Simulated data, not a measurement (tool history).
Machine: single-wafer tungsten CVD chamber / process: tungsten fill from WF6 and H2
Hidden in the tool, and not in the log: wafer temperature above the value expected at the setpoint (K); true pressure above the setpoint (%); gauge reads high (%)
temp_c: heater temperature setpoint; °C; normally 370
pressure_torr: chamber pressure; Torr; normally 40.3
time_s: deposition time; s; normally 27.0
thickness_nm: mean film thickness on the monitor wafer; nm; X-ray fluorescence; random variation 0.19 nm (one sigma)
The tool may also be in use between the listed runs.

| run | day | temp_c | pressure_torr | time_s | wafers since the last listed run | hours since the last thermocouple change | hours since the last manometer calibration | hours since the showerhead was replaced | hours since the gauge calibration | read-back reference wafer on the same gauge, thickness_nm | thickness_nm |
|---|---|---|---|---|---|---|---|---|---|---|---|
| 1 | 0.000 | 370 | 40.3 | 27.0 | 0 | 1564.3 | 881.8 | 6049.9 | 138.5 | 63.377 | 49.792 |
| 2 | 1.488 | 370 | 44.9 | 27.0 | 930 | 1600.0 | 917.5 | 6085.6 | 174.2 | 63.387 | 51.468 |
| 3 | 2.421 | 370 | 40.3 | 30.1 | 583 | 1622.4 | 939.9 | 6108.0 | 196.6 | 63.362 | 55.530 |
| 4 | 2.967 | 370 | 40.3 | 30.1 | 341 | 1635.5 | 953.0 | 6121.1 | 209.7 | 63.406 | 55.475 |
| 5 | 4.283 | 370 | 40.3 | 30.1 | 823 | 1667.1 | 984.6 | 6152.7 | 241.3 | 63.453 | 55.612 |
| 6 | 5.275 | 366 | 40.3 | 27.0 | 620 | 1690.9 | 1008.4 | 6176.5 | 265.1 | 63.404 | 46.041 |
| 7 | 5.829 | 366 | 40.3 | 27.0 | 346 | 1704.2 | 1021.7 | 6189.8 | 278.4 | 63.414 | 45.989 |
| 8 | 6.554 | 366 | 40.3 | 27.0 | 453 | 1721.6 | 1039.1 | 6207.2 | 295.8 | 63.392 | 45.899 |
| 9 | 7.796 | 370 | 40.3 | 27.0 | 776 | 1751.4 | 1068.9 | 6237.0 | 325.6 | 63.385 | 49.551 |
| 10 | 9.104 | 370 | 40.3 | 27.0 | 818 | 1782.8 | 1100.3 | 6268.4 | 357.0 | 63.433 | 49.759 |
|  | 9.512 | showerhead replaced, of another model than before |
| 11 | 9.750 | 370 | 40.3 | 27.0 | 195 | 1798.3 | 1115.8 | 5.7 | 372.5 | 63.397 | 49.406 |
| 12 | 11.125 | 370 | 40.3 | 27.0 | 860 | 1831.3 | 1148.8 | 38.7 | 405.5 | 63.364 | 49.655 |
| 13 | 12.442 | 370 | 40.3 | 27.0 | 823 | 1862.9 | 1180.4 | 70.3 | 437.1 | 63.369 | 49.667 |
| 14 | 12.975 | 370 | 40.3 | 27.0 | 333 | 1875.7 | 1193.2 | 83.1 | 449.9 | 63.402 | 49.351 |
|  | 13.446 | gauge calibrated |
| 15 | 13.650 | 385 | 40.3 | 32.0 | 422 | 1891.9 | 1209.4 | 99.3 | 4.9 | 63.384 | 77.465 |
| 16 | 14.812 | 370 | 40.3 | 27.0 | 727 | 1919.8 | 1237.3 | 127.2 | 32.8 | 63.377 | 49.203 |
|  | 15.667 | thermocouple changed; heater temperature recalibrated |
| 17 | 15.817 | 370 | 40.3 | 27.0 | 419 | 3.6 | 1261.4 | 151.3 | 56.9 | 63.395 | 53.502 |
| 18 | 17.046 | 356 | 36.2 | 27.0 | 769 | 33.1 | 1290.9 | 180.8 | 86.4 | 63.385 | 38.369 |
| 19 | 18.042 | 379 | 40.3 | 29.6 | 623 | 57.0 | 1314.8 | 204.7 | 110.3 | 63.402 | 68.248 |
| 20 | 19.338 | 370 | 50.1 | 29.5 | 810 | 88.1 | 1345.9 | 235.8 | 141.4 | 63.426 | 65.761 |
|  | 20.275 | capacitance manometer re-zeroed and calibrated |
| 21 | 20.296 | 379 | 40.3 | 25.3 | 391 | 111.1 | 0.5 | 258.8 | 164.4 | 63.391 | 58.199 |
| 22 | 20.742 | 382 | 33.7 | 29.9 | 278 | 121.8 | 11.2 | 269.5 | 175.1 | 63.363 | 65.370 |
| 23 | 21.638 | 377 | 40.3 | 27.0 | 560 | 143.3 | 32.7 | 291.0 | 196.6 | 63.408 | 59.846 |
| 24 | 22.729 | 377 | 49.8 | 30.9 | 683 | 169.5 | 58.9 | 317.2 | 222.8 | 63.390 | 76.701 |
| 25 | 23.446 | 370 | 43.2 | 31.2 | 448 | 186.7 | 76.1 | 334.4 | 240.0 | 63.363 | 62.944 |
| 26 | 24.538 | 356 | 36.2 | 27.0 | 683 | 212.9 | 102.3 | 360.6 | 266.2 | 63.377 | 37.343 |
| 27 | 25.475 | 370 | 40.3 | 32.1 | 586 | 235.4 | 124.8 | 383.1 | 288.7 | 63.401 | 61.416 |
| 28 | 26.067 | 380 | 37.1 | 29.1 | 370 | 249.6 | 139.0 | 397.3 | 302.9 | 63.401 | 63.714 |

Forecast each of these 4 alternatives for the next run:
| A | 26.083 | 370 | 32.7 | 27.0 | 10 | 250.0 | 139.4 | 397.7 | 303.3 | ? | ? |
| B | 26.083 | 370 | 45.6 | 27.0 | 10 | 250.0 | 139.4 | 397.7 | 303.3 | ? | ? |
| C | 26.083 | 363 | 35.7 | 25.6 | 10 | 250.0 | 139.4 | 397.7 | 303.3 | ? | ? |
| D | 26.083 | 370 | 40.3 | 23.3 | 10 | 250.0 | 139.4 | 397.7 | 303.3 | ? | ? |

| run | read-back reference wafer on the same gauge, thickness_nm | thickness_nm |
|---|---|---|
| A | 63.410 | 45.962 |
| B | 63.410 | 55.971 |
| C | 63.410 | 40.260 |
| D | 63.410 | 44.999 |
Without the tool's hidden state the same runs would have given:
| run | thickness_nm |
|---|---|
| A | 47.946 |
| B | 58.387 |
| C | 42.033 |
| D | 46.941 |
